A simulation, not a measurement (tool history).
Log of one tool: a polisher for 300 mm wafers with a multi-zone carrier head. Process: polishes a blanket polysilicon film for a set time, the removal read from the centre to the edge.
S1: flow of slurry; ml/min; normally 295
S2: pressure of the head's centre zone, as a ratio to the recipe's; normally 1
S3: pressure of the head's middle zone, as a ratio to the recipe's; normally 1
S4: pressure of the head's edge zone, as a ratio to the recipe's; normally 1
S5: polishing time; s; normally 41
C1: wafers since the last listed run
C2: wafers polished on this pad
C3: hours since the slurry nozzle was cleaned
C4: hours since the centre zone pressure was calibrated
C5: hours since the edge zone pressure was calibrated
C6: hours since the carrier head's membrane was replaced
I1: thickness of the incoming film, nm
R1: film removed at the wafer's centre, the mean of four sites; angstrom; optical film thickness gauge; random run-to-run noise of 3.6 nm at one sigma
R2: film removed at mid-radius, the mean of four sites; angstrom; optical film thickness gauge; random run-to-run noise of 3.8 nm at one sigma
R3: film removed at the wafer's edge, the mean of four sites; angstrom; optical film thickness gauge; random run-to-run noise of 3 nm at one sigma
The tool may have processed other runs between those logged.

run 1 hour=0 | S1=295 S2=1 S3=1 S4=0.94 S5=46 | C1=0 C2=10813 C3=564.1 C4=534.9 C5=1452 C6=51.3 | I1=1082.5 | R1=3102 R2=3175 R3=3108
-- hour=61.6 edge zone pressure recalibrated
run 2 hour=87.9 | S1=295 S2=1 S3=1 S4=0.94 S5=46 | C1=1632 C2=12446 C3=652 C4=622.8 C5=26.3 C6=139.2 | I1=1072.8 | R1=3031 R2=3060 R3=2982
-- hour=111.2 slurry nozzle cleaned
-- hour=149.7 worn pad replaced by a new one
run 3 hour=191.8 | S1=295 S2=1 S3=1 S4=1 S5=47 | C1=1879 C2=799 C3=80.6 C4=726.7 C5=130.2 C6=243.1 | I1=1088.1 | R1=3546 R2=3437 R3=3436
run 4 hour=269.1 | S1=210 S2=0.91 S3=1.06 S4=0.95 S5=41 | C1=1469 C2=2268 C3=157.9 C4=804 C5=207.5 C6=320.4 | I1=1090.2 | R1=2603 R2=3095 R3=2936
-- hour=297.2 centre zone pressure recalibrated
run 5 hour=316.5 | S1=225 S2=1 S3=0.93 S4=1.04 S5=41 | C1=862 C2=3131 C3=205.3 C4=19.3 C5=254.9 C6=367.8 | I1=1084 | R1=2882 R2=2743 R3=3034
run 6 hour=409.1 | S1=350 S2=1 S3=1 S4=1 S5=41 | C1=1759 C2=4891 C3=297.9 C4=111.9 C5=347.5 C6=460.4 | I1=1072.2 | R1=3002 R2=3037 R3=2979
run 7 hour=485.5 | S1=295 S2=0.94 S3=1.11 S4=1 S5=34 | C1=1451 C2=6343 C3=374.3 C4=188.3 C5=423.9 C6=536.8 | I1=1091 | R1=2289 R2=2614 R3=2443
run 8 hour=583.9 | S1=295 S2=1 S3=1 S4=1 S5=41 | C1=1870 C2=8213 C3=472.7 C4=286.7 C5=522.3 C6=635.2 | I1=1083.2 | R1=2844 R2=2919 R3=2885
run 9 hour=641.7 | S1=295 S2=1 S3=1 S4=1.04 S5=41 | C1=1098 C2=9311 C3=530.5 C4=344.5 C5=580.1 C6=693 | I1=1093.7 | R1=2858 R2=2790 R3=2895
run 10 hour=694.6 | S1=295 S2=1.1 S3=1 S4=1 S5=41 | C1=1005 C2=10317 C3=583.4 C4=397.4 C5=633 C6=745.9 | I1=1082.1 | R1=3053 R2=2787 R3=2775
-- hour=747.2 worn pad replaced by a new one
run 11 hour=798.4 | S1=295 S2=1 S3=1 S4=1 S5=41 | C1=1896 C2=973 C3=687.2 C4=501.2 C5=736.8 C6=849.7 | I1=1085.3 | R1=2938 R2=2904 R3=3043

What will run 12 give?
-- hour=860.8 slurry nozzle cleaned
run 12 hour=889 | S1=295 S2=0.96 S3=1 S4=1 S5=51 | C1=1702 C2=2676 C3=28.2 C4=591.8 C5=827.4 C6=940.3 | I1=1098.1 | R1=? R2=? R3=?

R1: 3475 angstrom
R2: 3665 angstrom
R3: 3737 angstrom
Take away the tool's hidden state, keep the run-to-run variation as it was, and the same run would have given R1 3628 angstrom, R2 3825 angstrom, R3 3901 angstrom.
